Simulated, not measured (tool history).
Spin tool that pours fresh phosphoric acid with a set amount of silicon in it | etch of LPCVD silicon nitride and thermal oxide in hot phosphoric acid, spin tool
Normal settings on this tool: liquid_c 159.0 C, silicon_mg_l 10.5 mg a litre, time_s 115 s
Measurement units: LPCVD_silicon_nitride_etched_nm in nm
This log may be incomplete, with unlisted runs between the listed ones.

run	hour	liquid_c	silicon_mg_l	time_s	read-back film thickness of the LPCVD silicon nitride reference wafer, read on the same gauge (nm)	LPCVD_silicon_nitride_etched_nm
1	0.0	159.0	10.5	115	139.98	7.99
2	21.9	160.5	10.5	115	140.03	8.64
3	57.8	160.5	10.5	115	140.01	8.61
4	77.3	159.0	10.5	115	140.02	7.97
5	101.4	159.0	10.5	115	140.04	7.91
6	135.5	159.0	10.5	115	140.04	7.79
7	157.8	159.0	10.5	115	140.01	7.75
# hour 163.2: gauge calibrated
8	191.4	159.0	10.5	115	139.98	7.77
9	208.6	159.0	10.5	115	139.99	7.73
# hour 210.2: heated supply line repaired
10	231.2	159.0	10.5	145	140.00	11.57
11	249.5	159.0	10.5	135	140.01	10.73
12	282.5	159.0	15.5	115	139.99	9.18
# hour 285.8: thermometer replaced
13	298.9	157.5	7.5	115	139.98	9.43
# hour 310.4: dissolved silicon flow meter replaced
14	326.2	159.0	10.5	115	139.99	9.90
15	346.9	159.0	8.0	115	140.00	9.83
16	369.1	159.0	10.5	115	140.01	9.79
17	388.6	157.0	14.5	85	140.00	6.76
18	402.8	156.5	10.5	115	140.03	8.94
19	415.0	158.0	4.5	155	140.01	12.63

Run-by-run hidden state of the tool:
dissolved silicon flow above the setpoint (%): 0 in every run
gauge reads high (%): 0 in every run
H1: liquid colder than its thermometer reads (K)
H2: temperature lost on the way to the wafer (K)
run	H1	H2
1	2.16	4.01
2	2.19	4.06
3	2.23	4.14
4	2.26	4.19
5	2.29	4.24
6	2.34	4.32
7	2.36	4.37
8	2.41	4.44
9	2.43	4.48
10	2.46	0.746
11	2.48	0.787
12	2.53	0.861
13	0.175	0.898
14	0.211	0.959
15	0.238	1.01
16	0.266	1.06
17	0.292	1.1
18	0.31	1.13
19	0.326	1.16
